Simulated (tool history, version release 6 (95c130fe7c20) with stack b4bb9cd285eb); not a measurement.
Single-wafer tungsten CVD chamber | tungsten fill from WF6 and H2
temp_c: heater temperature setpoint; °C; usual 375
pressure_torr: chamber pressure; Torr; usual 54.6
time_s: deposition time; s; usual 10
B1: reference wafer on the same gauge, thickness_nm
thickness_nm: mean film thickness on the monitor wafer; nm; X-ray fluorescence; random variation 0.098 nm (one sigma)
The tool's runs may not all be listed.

Run 1, day 0: usual settings but temp_c 368 °C; B1 22.577. Result: thickness_nm 20.266 nm.
Run 2, day 1.621: usual settings; B1 22.602. Result: thickness_nm 23.536 nm.
Run 3, day 2.704: usual settings; B1 22.597. Result: thickness_nm 23.589 nm.
Run 4, day 4.321: usual settings; B1 22.584. Result: thickness_nm 23.584 nm.
Run 5, day 6.3: usual settings but pressure_torr 48.5 Torr; B1 22.613. Result: thickness_nm 21.679 nm.
At day 7.596: gauge calibrated.
Run 6, day 8.875: usual settings but pressure_torr 48.5 Torr; B1 22.603. Result: thickness_nm 21.756 nm.
Run 7, day 10.192: usual settings but pressure_torr 48.5 Torr; B1 22.601. Result: thickness_nm 21.778 nm.
Run 8, day 12.604: usual settings but temp_c 381 °C; B1 22.584. Result: thickness_nm 26.806 nm.
Run 9, day 14.133: usual settings but temp_c 381 °C; B1 22.58. Result: thickness_nm 26.717 nm.
Run 10, day 15.958: usual settings but temp_c 381 °C; B1 22.602. Result: thickness_nm 27.01 nm.
Run 11, day 18.404: usual settings; B1 22.585. Result: thickness_nm 23.768 nm.
Run 12, day 19.617: usual settings; B1 22.584. Result: thickness_nm 23.665 nm.
At day 20.471: capacitance manometer re-zeroed and calibrated.
At day 20.958: showerhead replaced.
At day 21.425: thermocouple changed; heater temperature recalibrated.
Run 13, day 22.004: usual settings; B1 22.59. Result: thickness_nm 22.464 nm.
Run 14, day 24.017: usual settings but temp_c 363 °C, pressure_torr 50.7 Torr, time_s 8.9 s; B1 22.586. Result: thickness_nm 14.797 nm.
Run 15, day 25.754: usual settings; B1 22.588. Result: thickness_nm 22.513 nm.
Run 16, day 32.208: usual settings but temp_c 367 °C, pressure_torr 66.6 Torr, time_s 11.1 s; B1 22.572. Result: thickness_nm 24.082 nm.
Run 17, day 34.429: usual settings but pressure_torr 41.9 Torr; B1 22.588. Result: thickness_nm 18.6 nm.
At day 35.117: gauge calibrated.
Run 18, day 37.204: usual settings; B1 22.598. Result: thickness_nm 22.867 nm.
Run 19, day 39.192: usual settings but temp_c 381 °C, pressure_torr 66 Torr, time_s 11.1 s; B1 22.588. Result: thickness_nm 31.814 nm.
Run 20, day 40.208: usual settings but temp_c 382 °C, time_s 11.2 s; B1 22.604. Result: thickness_nm 29.011 nm.
Run 21, day 41.475: usual settings; B1 22.599. Result: thickness_nm 22.735 nm.
Run 22, day 43.767: usual settings but pressure_torr 59.1 Torr, time_s 8.7 s; B1 22.587. Result: thickness_nm 20.849 nm.
Run 23, day 46.475: usual settings but time_s 9.1 s; B1 22.581. Result: thickness_nm 20.706 nm.
Run 24, day 48.646: usual settings but temp_c 389 °C, time_s 8.2 s; B1 22.607. Result: thickness_nm 24.64 nm.
Run 25, day 51.046: usual settings; B1 22.586. Result: thickness_nm 22.774 nm.
Run 26, day 52.571: usual settings; B1 22.603. Result: thickness_nm 22.702 nm.
Run 27, day 54.454: usual settings but temp_c 366 °C, pressure_torr 58.9 Torr, time_s 10.8 s; B1 22.607. Result: thickness_nm 21.489 nm.

Forecast each of these 4 alternatives for the next run:
Run A, day 54.471: usual settings but time_s 9.4 s; B1 ?. Result: thickness_nm ?.
Run B, day 54.471: usual settings but temp_c 371 °C, time_s 9 s; B1 ?. Result: thickness_nm ?.
Run C, day 54.471: usual settings but pressure_torr 44.2 Torr; B1 ?. Result: thickness_nm ?.
Run D, day 54.471: usual settings but temp_c 365 °C, time_s 11 s; B1 ?. Result: thickness_nm ?.

run      B1  thickness_nm
  A  22.611        21.586
  B  22.611        19.056
  C  22.611         19.74
  D  22.611        20.581
Without the tool's hidden state the same runs would have given:
run  thickness_nm
  A        21.297
  B        18.798
  C        19.475
  D        20.293

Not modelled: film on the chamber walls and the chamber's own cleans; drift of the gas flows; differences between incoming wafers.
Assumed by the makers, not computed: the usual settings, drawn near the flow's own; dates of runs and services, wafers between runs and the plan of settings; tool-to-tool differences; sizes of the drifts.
